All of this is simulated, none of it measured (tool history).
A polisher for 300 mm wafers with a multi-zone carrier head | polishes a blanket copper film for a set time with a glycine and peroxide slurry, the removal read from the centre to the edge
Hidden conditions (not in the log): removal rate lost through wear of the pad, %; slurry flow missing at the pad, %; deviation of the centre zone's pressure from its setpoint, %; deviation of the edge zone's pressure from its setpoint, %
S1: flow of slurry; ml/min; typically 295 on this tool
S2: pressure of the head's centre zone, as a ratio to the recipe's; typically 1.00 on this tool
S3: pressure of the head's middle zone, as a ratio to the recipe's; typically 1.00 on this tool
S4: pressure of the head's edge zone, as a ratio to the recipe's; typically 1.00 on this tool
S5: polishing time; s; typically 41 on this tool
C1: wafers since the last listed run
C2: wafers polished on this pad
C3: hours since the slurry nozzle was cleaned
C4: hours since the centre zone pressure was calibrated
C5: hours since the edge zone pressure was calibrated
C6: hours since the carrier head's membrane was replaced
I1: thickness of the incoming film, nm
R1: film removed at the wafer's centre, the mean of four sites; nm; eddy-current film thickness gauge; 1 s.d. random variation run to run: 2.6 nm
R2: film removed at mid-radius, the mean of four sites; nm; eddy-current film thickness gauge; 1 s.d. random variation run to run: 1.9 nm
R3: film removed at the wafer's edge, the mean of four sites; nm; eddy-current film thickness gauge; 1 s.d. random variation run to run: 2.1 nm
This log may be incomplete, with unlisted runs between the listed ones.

run	hour	S1	S2	S3	S4	S5	C1	C2	C3	C4	C5	C6	I1	R1	R2	R3
1	0.0	295	1.00	1.00	1.00	41	0	203	9.8	321.2	543.6	471.8	1642.5	154.9	172.1	169.4
2	9.8	295	1.00	1.00	1.00	41	151	355	19.6	331.0	553.4	481.6	1608.6	161.4	169.7	175.3
3	22.4	295	1.00	1.00	1.00	41	194	549	32.2	343.6	566.0	494.2	1635.5	156.7	170.3	170.9
4	30.9	295	1.00	1.00	1.00	41	131	680	40.7	352.1	574.5	502.7	1622.9	157.5	165.5	172.4
5	38.0	295	1.00	1.00	1.00	41	109	790	47.8	359.2	581.6	509.8	1628.1	156.9	169.6	173.1
# hour 57.7: carrier head's membrane replaced by a new one
# hour 61.2: worn pad replaced by a new one
6	61.7	295	1.00	1.00	1.00	41	234	7	71.5	382.9	605.3	4.0	1623.4	155.8	169.6	172.2
7	63.0	365	1.00	1.00	1.00	41	20	27	72.8	384.2	606.6	5.3	1637.9	158.8	173.3	172.1
8	79.7	295	1.00	0.94	1.00	41	257	285	89.5	400.9	623.3	22.0	1601.1	150.5	160.9	171.3
9	91.5	295	1.00	1.00	1.00	46	182	467	101.3	412.7	635.1	33.8	1626.4	169.1	185.3	186.3
10	102.8	200	0.93	1.00	1.05	47	174	642	112.6	424.0	646.4	45.1	1609.4	153.3	178.2	191.0
11	111.9	215	1.11	1.00	1.07	33	140	782	121.7	433.1	655.5	54.2	1643.5	124.3	126.3	134.8
12	122.0	295	1.00	1.00	1.00	41	155	938	131.8	443.2	665.6	64.3	1595.3	147.7	167.0	162.9
# hour 130.8: centre zone pressure recalibrated
13	134.9	295	1.00	1.00	1.08	41	168	1106	144.7	4.1	678.5	77.2	1647.5	173.4	164.2	174.9
14	143.4	295	1.00	1.00	0.92	54	131	1238	153.2	12.6	687.0	85.7	1615.0	224.2	214.8	218.7
# hour 152.5: worn pad replaced by a new one
15	155.5	295	1.00	1.00	1.00	41	125	45	165.3	24.7	699.1	97.8	1660.8	161.7	166.2	166.4
16	165.3	325	1.00	1.00	0.93	41	151	197	175.1	34.5	708.9	107.6	1635.4	169.1	165.5	162.2
# hour 177.7: edge zone pressure recalibrated
17	182.6	380	1.00	1.03	1.00	41	236	433	192.4	51.8	4.9	124.9	1626.6	168.9	172.0	171.6
18	189.3	295	1.00	1.00	1.00	41	103	536	199.1	58.5	11.6	131.6	1627.6	166.2	161.8	164.3
19	200.4	295	1.00	1.00	1.12	37	171	708	210.2	69.6	22.7	142.7	1649.0	149.0	147.6	155.1
20	218.0	295	0.97	1.04	1.00	41	271	980	227.8	87.2	40.3	160.3	1650.6	160.7	169.0	164.1
21	234.0	295	1.00	1.00	1.00	41	247	1227	243.8	103.2	56.3	176.3	1639.7	164.9	162.2	164.0
# hour 242.0: worn pad replaced by a new one
22	251.2	225	1.00	0.89	0.89	47	203	142	261.0	120.4	73.5	193.5	1643.0	176.9	160.3	171.7
23	286.4	295	1.00	1.00	0.89	41	543	686	296.2	155.6	108.7	228.7	1652.8	162.6	161.4	156.5

Describe how what the log doesn't record of the tool's condition differs between the last listed run preceding each entry between runs and the first listed run following it.
Logged between run 5 and run 6: carrier head's membrane replaced by a new one (hour 57.7); worn pad replaced by a new one (hour 61.2)
  slurry flow missing at the pad, %: 11 -> 14.3; deviation of the centre zone's pressure from its setpoint, %: -8.25 -> -9.42
  what was measured, less what the result would be without the hidden state, R1: -15.1 -> -17.9 nm; R2: -2.2 -> -3.0 nm; R3: -1.8 -> -2.4 nm
Logged between run 12 and run 13: centre zone pressure recalibrated (hour 130.8)
  slurry flow missing at the pad, %: 21.2 -> 22.5; deviation of the centre zone's pressure from its setpoint, %: -12.7 -> 2.08
  what was measured, less what the result would be without the hidden state, R1: -24.7 -> -3.1 nm; R2: -5.0 -> -5.4 nm; R3: -3.8 -> -4.4 nm
Logged between run 14 and run 15: worn pad replaced by a new one (hour 152.5)
  slurry flow missing at the pad, %: 23.3 -> 24.4; deviation of the centre zone's pressure from its setpoint, %: 2.07 -> 2.04
  what was measured, less what the result would be without the hidden state, R1: -4.4 -> -3.6 nm; R2: -7.4 -> -6.1 nm; R3: -5.6 -> -4.6 nm
Logged between run 16 and run 17: edge zone pressure recalibrated (hour 177.7)
  slurry flow missing at the pad, %: 25.3 -> 26.7; deviation of the centre zone's pressure from its setpoint, %: 2 -> 1.9
  what was measured, less what the result would be without the hidden state, R1: -3.5 -> -3.0 nm; R2: -5.8 -> -5.4 nm; R3: -4.3 -> -4.2 nm
Logged between run 21 and run 22: worn pad replaced by a new one (hour 242.0)
  slurry flow missing at the pad, %: 30.3 -> 31.4; deviation of the centre zone's pressure from its setpoint, %: 1.37 -> 1.12
  what was measured, less what the result would be without the hidden state, R1: -7.2 -> -12.5 nm; R2: -8.2 -> -11.5 nm; R3: -6.2 -> -8.9 nm
